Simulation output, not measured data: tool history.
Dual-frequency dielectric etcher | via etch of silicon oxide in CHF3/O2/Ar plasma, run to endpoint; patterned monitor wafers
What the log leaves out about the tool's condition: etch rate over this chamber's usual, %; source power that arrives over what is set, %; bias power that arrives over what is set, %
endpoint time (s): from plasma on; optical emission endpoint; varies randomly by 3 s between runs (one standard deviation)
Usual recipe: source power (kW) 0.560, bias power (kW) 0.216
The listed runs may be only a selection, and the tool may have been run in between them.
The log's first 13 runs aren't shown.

run     day  source power (kW)  bias power (kW)  wafers since the last listed run  hours since the last wet clean  hours since the last source power generator calibration  hours since the last bias power generator calibration  hours since the last upper electrode change  incoming incoming film thickness, nm  endpoint time (s)
 14  13.442              0.450            0.252                               123                           253.2                                                     30.2                                                 1304.7                                        154.9                                 820.1              432.6
 15  14.262              0.460            0.186                                97                           272.9                                                     49.9                                                 1324.4                                        174.6                                 804.1              481.1
 16  15.221              0.650            0.216                               114                           295.9                                                     72.9                                                 1347.4                                        197.6                                 813.4              415.3
 17  15.867              0.560            0.204                                76                           311.4                                                     88.4                                                 1362.9                                        213.1                                 822.7              447.2
 18  19.138              0.560            0.216                               389                           389.9                                                    166.9                                                 1441.4                                        291.6                                 812.1              425.6
 19  19.762              0.480            0.216                                74                           404.9                                                    181.9                                                 1456.4                                        306.6                                 811.2              448.7
 20  20.629              0.560            0.216                               103                           425.7                                                    202.7                                                 1477.2                                        327.4                                 814.4              429.4
 21  21.521              0.450            0.167                               106                           447.1                                                    224.1                                                 1498.6                                        348.8                                 817.7              513.2
     22.704  -- wet clean of the chamber
 22  22.725              0.620            0.270                                24                             0.5                                                    253.0                                                 1527.5                                        377.7                                 811.4              374.5
 23  23.271              0.470            0.263                                64                            13.6                                                    266.1                                                 1540.6                                        390.8                                 817.8              417.1
     24.196  -- bias power generator calibrated
 24  24.217              0.630            0.216                                92                            36.3                                                    288.8                                                    0.5                                        413.5                                 816.3              422.3
 25  25.183              0.700            0.164                               115                            59.5                                                    312.0                                                   23.7                                        436.7                                 812.9              458.2
 26  27.808              0.560            0.204                               312                           122.5                                                    375.0                                                   86.7                                        499.7                                 817.2              441.3
 27  29.121              0.450            0.256                               156                           154.0                                                    406.5                                                  118.2                                        531.2                                 807.5              419.4
 28  29.629              0.560            0.216                                60                           166.2                                                    418.7                                                  130.4                                        543.4                                 822.2              427.9
 29  30.454              0.560            0.216                                98                           186.0                                                    438.5                                                  150.2                                        563.2                                 813.0              426.7
 30  31.554              0.560            0.252                               130                           212.4                                                    464.9                                                  176.6                                        589.6                                 812.0              398.2
 31  32.267              0.560            0.216                                84                           229.5                                                    482.0                                                  193.7                                        606.7                                 810.4              431.5
 32  33.046              0.610            0.216                                92                           248.2                                                    500.7                                                  212.4                                        625.4                                 803.7              413.4
 33  34.408              0.470            0.179                               162                           280.9                                                    533.4                                                  245.1                                        658.1                                 811.3              489.6
 34  35.150              0.520            0.164                                88                           298.7                                                    551.2                                                  262.9                                        675.9                                 815.5              488.3
 35  36.642              0.680            0.234                               177                           334.5                                                    587.0                                                  298.7                                        711.7                                 812.3              391.0
 36  37.875              0.560            0.216                               146                           364.1                                                    616.6                                                  328.3                                        741.3                                 809.8              425.5

Consider 3 possible next runs. They are alternatives, not a sequence: every one starts from the tool as it was left by run 36. What does each give?
  A  37.896              0.560            0.238                                 2                           364.6                                                    617.1                                                  328.8                                        741.8                                 815.6                  ?
  B  37.896              0.510            0.257                                 2                           364.6                                                    617.1                                                  328.8                                        741.8                                 815.6                  ?
  C  37.896              0.630            0.255                                 2                           364.6                                                    617.1                                                  328.8                                        741.8                                 815.6                  ?

run  endpoint time (s)
  A              411.8
  B              408.7
  C              386.6
With no hidden state in the tool, these same runs would have given:
run  endpoint time (s)
  A              411.8
  B              408.7
  C              386.6

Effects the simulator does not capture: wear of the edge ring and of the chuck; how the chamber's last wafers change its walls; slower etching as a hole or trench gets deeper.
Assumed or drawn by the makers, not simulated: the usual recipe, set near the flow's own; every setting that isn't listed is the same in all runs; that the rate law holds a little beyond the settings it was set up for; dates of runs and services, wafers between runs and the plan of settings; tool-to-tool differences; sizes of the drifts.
